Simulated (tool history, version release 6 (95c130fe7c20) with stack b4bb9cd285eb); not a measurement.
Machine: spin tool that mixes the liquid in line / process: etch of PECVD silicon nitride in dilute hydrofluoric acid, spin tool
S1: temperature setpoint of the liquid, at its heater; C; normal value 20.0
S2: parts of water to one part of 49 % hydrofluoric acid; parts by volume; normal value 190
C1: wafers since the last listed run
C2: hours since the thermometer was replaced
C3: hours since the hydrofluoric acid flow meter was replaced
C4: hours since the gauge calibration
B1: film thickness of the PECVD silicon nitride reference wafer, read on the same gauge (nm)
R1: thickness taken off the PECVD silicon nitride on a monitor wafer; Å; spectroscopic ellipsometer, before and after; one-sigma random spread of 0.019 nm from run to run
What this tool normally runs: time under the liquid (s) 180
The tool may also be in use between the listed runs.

Run 1, hour 0.0: usual settings; C1 0; C2 1825.4; C3 644.1; C4 62.5; B1 149.993. Result: R1 12.03 Å.
Run 2, hour 27.8: usual settings; C1 160; C2 1853.2; C3 671.9; C4 90.3; B1 150.023. Result: R1 12.05 Å.
Run 3, hour 42.5: usual settings; C1 85; C2 1867.9; C3 686.6; C4 105.0; B1 149.997. Result: R1 11.88 Å.
Run 4, hour 68.0: usual settings; C1 147; C2 1893.4; C3 712.1; C4 130.5; B1 149.994. Result: R1 12.20 Å.
Run 5, hour 85.4: usual settings; C1 100; C2 1910.8; C3 729.5; C4 147.9; B1 149.988. Result: R1 12.06 Å.
Run 6, hour 100.3: usual settings; C1 86; C2 1925.7; C3 744.4; C4 162.8; B1 149.961. Result: R1 12.18 Å.
At hour 126.7: gauge calibrated.
Run 7, hour 129.4: usual settings but S2 150 parts by volume; C1 168; C2 1954.8; C3 773.5; C4 2.7; B1 150.005. Result: R1 15.39 Å.
Run 8, hour 149.4: usual settings but time under the liquid (s) 115; C1 115; C2 1974.8; C3 793.5; C4 22.7; B1 149.972. Result: R1 7.62 Å.
At hour 159.0: hydrofluoric acid flow meter replaced.
Run 9, hour 179.8: usual settings but S1 24.5 C, time under the liquid (s) 140; C1 170; C2 2005.2; C3 20.8; C4 53.1; B1 150.039. Result: R1 12.66 Å.
At hour 204.6: thermometer replaced.
Run 10, hour 214.0: usual settings but S2 115 parts by volume; C1 192; C2 9.4; C3 55.0; C4 87.3; B1 149.989. Result: R1 19.92 Å.
Run 11, hour 248.0: usual settings but S1 24.5 C, S2 230 parts by volume; C1 196; C2 43.4; C3 89.0; C4 121.3; B1 149.970. Result: R1 13.17 Å.
Run 12, hour 275.9: usual settings; C1 161; C2 71.3; C3 116.9; C4 149.2; B1 149.962. Result: R1 12.15 Å.
Run 13, hour 289.3: usual settings; C1 77; C2 84.7; C3 130.3; C4 162.6; B1 149.980. Result: R1 12.24 Å.
At hour 294.3: gauge calibrated.
Run 14, hour 308.9: usual settings but S1 17.0 C; C1 113; C2 104.3; C3 149.9; C4 14.6; B1 149.963. Result: R1 9.62 Å.
Run 15, hour 326.4: usual settings; C1 101; C2 121.8; C3 167.4; C4 32.1; B1 149.967. Result: R1 12.05 Å.
Run 16, hour 343.0: usual settings but S2 105 parts by volume; C1 96; C2 138.4; C3 184.0; C4 48.7; B1 149.979. Result: R1 21.14 Å.

What if the next run were any one of these 5? Each begins from the tool's condition after run 16:
Run A, hour 343.5: usual settings; C1 2; C2 138.9; C3 184.5; C4 49.2; B1 ?. Result: R1 ?.
Run B, hour 343.5: usual settings but S2 255 parts by volume, time under the liquid (s) 225; C1 2; C2 138.9; C3 184.5; C4 49.2; B1 ?. Result: R1 ?.
Run C, hour 343.5: usual settings but S1 24.0 C, S2 160 parts by volume, time under the liquid (s) 210; C1 2; C2 138.9; C3 184.5; C4 49.2; B1 ?. Result: R1 ?.
Run D, hour 343.5: usual settings but S2 220 parts by volume; C1 2; C2 138.9; C3 184.5; C4 49.2; B1 ?. Result: R1 ?.
Run E, hour 343.5: usual settings but S1 17.5 C, time under the liquid (s) 110; C1 2; C2 138.9; C3 184.5; C4 49.2; B1 ?. Result: R1 ?.

run       B1     R1
  A  150.033  11.94
  B  150.033  11.22
  C  150.033  21.40
  D  150.033  10.36
  E  150.033   6.18
What these runs would have given with no unlogged condition in the tool:
run     R1
  A  11.94
  B  11.22
  C  21.40
  D  10.36
  E   6.18
